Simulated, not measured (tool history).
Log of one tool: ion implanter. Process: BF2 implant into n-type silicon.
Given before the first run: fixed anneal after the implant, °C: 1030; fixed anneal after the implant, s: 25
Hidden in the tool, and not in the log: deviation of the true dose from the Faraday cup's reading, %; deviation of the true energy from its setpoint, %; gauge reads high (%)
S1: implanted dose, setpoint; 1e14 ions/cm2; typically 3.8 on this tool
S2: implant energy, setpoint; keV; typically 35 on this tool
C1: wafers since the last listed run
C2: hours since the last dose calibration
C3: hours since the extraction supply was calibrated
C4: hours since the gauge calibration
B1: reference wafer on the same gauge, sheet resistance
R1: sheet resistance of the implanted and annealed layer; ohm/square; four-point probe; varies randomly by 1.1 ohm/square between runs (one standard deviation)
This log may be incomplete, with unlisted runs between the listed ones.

run 1 hour=0 | S1=3.8 S2=40.5 | C1=0 C2=486.1 C3=1014.9 C4=678.8 | B1=268.83 | R1=285.72
run 2 hour=86.2 | S1=3.8 S2=40.5 | C1=896 C2=572.3 C3=1101.1 C4=765 | B1=267.92 | R1=287.5
run 3 hour=148.7 | S1=3.8 S2=40.5 | C1=649 C2=634.8 C3=1163.6 C4=827.5 | B1=267.66 | R1=284.15
run 4 hour=216.4 | S1=4.27 S2=35 | C1=703 C2=702.5 C3=1231.3 C4=895.2 | B1=266.93 | R1=260.6
run 5 hour=296.8 | S1=4.27 S2=35 | C1=835 C2=782.9 C3=1311.7 C4=975.6 | B1=266.78 | R1=260.71
run 6 hour=349.7 | S1=3.8 S2=35 | C1=549 C2=835.8 C3=1364.6 C4=1028.5 | B1=266.38 | R1=286.91
run 7 hour=416.7 | S1=3.8 S2=35 | C1=696 C2=902.8 C3=1431.6 C4=1095.5 | B1=265.86 | R1=286.58
-- hour=445.2 gauge calibrated
run 8 hour=510.9 | S1=3.8 S2=35 | C1=979 C2=997 C3=1525.8 C4=65.7 | B1=271.37 | R1=291.42
run 9 hour=587.3 | S1=3.8 S2=35 | C1=794 C2=1073.4 C3=1602.2 C4=142.1 | B1=270.73 | R1=292.39
run 10 hour=660.5 | S1=3.8 S2=35 | C1=760 C2=1146.6 C3=1675.4 C4=215.3 | B1=270.29 | R1=292.75
run 11 hour=767.1 | S1=3.8 S2=35 | C1=1108 C2=1253.2 C3=1782 C4=321.9 | B1=269.68 | R1=290.33
run 12 hour=827.9 | S1=3.8 S2=35 | C1=632 C2=1314 C3=1842.8 C4=382.7 | B1=269.15 | R1=288.68
run 13 hour=875 | S1=3.8 S2=35 | C1=489 C2=1361.1 C3=1889.9 C4=429.8 | B1=269.29 | R1=290.02
run 14 hour=1178.7 | S1=3.8 S2=35 | C1=3156 C2=1664.8 C3=2193.6 C4=733.5 | B1=267.06 | R1=287.48
run 15 hour=1244.2 | S1=3.8 S2=35 | C1=680 C2=1730.3 C3=2259.1 C4=799 | B1=266.57 | R1=286.77
run 16 hour=1350 | S1=3.8 S2=35 | C1=1099 C2=1836.1 C3=2364.9 C4=904.8 | B1=266.08 | R1=285.76
run 17 hour=1389.1 | S1=4.11 S2=46 | C1=406 C2=1875.2 C3=2404 C4=943.9 | B1=265.96 | R1=261.59
run 18 hour=1479.6 | S1=4.81 S2=35 | C1=940 C2=1965.7 C3=2494.5 C4=1034.4 | B1=265.2 | R1=234.31
run 19 hour=1568.6 | S1=3.8 S2=35 | C1=925 C2=2054.7 C3=2583.5 C4=1123.4 | B1=264.35 | R1=284.32
run 20 hour=1659.2 | S1=4.59 S2=42 | C1=941 C2=2145.3 C3=2674.1 C4=1214 | B1=264.15 | R1=237.46
run 21 hour=1722.2 | S1=3.48 S2=25 | C1=654 C2=2208.3 C3=2737.1 C4=1277 | B1=263.41 | R1=313.46
-- hour=1733.5 gauge calibrated
-- hour=1751 Faraday cup replaced and dose calibrated
run 22 hour=1783.3 | S1=3.8 S2=35 | C1=551 C2=32.3 C3=2798.2 C4=49.8 | B1=272.43 | R1=291.18
run 23 hour=1832.1 | S1=3.13 S2=45 | C1=507 C2=81.1 C3=2847 C4=98.6 | B1=272.28 | R1=335.72
run 24 hour=1869.5 | S1=3.48 S2=25 | C1=388 C2=118.5 C3=2884.4 C4=136 | B1=271.76 | R1=323.86
-- hour=1936.6 extraction supply calibrated
run 25 hour=1937.1 | S1=3.8 S2=23.5 | C1=619 C2=186.1 C3=0.5 C4=203.6 | B1=271.43 | R1=303.42
run 26 hour=2015.9 | S1=2.95 S2=29 | C1=819 C2=264.9 C3=79.3 C4=282.4 | B1=271.33 | R1=367.5
run 27 hour=2106.2 | S1=3.8 S2=42 | C1=938 C2=355.2 C3=169.6 C4=372.7 | B1=270.64 | R1=285.75
run 28 hour=2176.1 | S1=3.8 S2=35 | C1=726 C2=425.1 C3=239.5 C4=442.6 | B1=269.83 | R1=290.45
run 29 hour=2214 | S1=3.8 S2=35 | C1=393 C2=463 C3=277.4 C4=480.5 | B1=269.62 | R1=290.77
run 30 hour=2287.9 | S1=3.8 S2=35 | C1=768 C2=536.9 C3=351.3 C4=554.4 | B1=269.16 | R1=288.79
run 31 hour=2382.6 | S1=4.47 S2=29 | C1=984 C2=631.6 C3=446 C4=649.1 | B1=268.36 | R1=256.66
run 32 hour=2440.9 | S1=3.11 S2=40.5 | C1=606 C2=689.9 C3=504.3 C4=707.4 | B1=268.01 | R1=334.69

Subtracting, for every run, the result it would have given without the tool's unlogged condition from the measured result gives the following. The same run-to-run variation enters both numbers; the gauge's scatter may not:
run=1 R1=-4.56
run=2 R1=-5.21
run=3 R1=-5.58
run=4 R1=-5.55
run=5 R1=-6.08
run=6 R1=-7.07
run=7 R1=-7.55
run=8 R1=-1.78
run=9 R1=-2.33
run=10 R1=-2.85
run=11 R1=-3.58
run=12 R1=-3.99
run=13 R1=-4.34
run=14 R1=-6.46
run=15 R1=-6.91
run=16 R1=-7.65
run=17 R1=-7.26
run=18 R1=-7.03
run=19 R1=-9.18
run=20 R1=-8.22
run=21 R1=-11.35
run=22 R1=-0.6
run=23 R1=-1.09
run=24 R1=-1.34
run=25 R1=-1.75
run=26 R1=-2.81
run=27 R1=-2.82
run=28 R1=-3.36
run=29 R1=-3.63
run=30 R1=-4.13
run=31 R1=-4.27
run=32 R1=-6.04
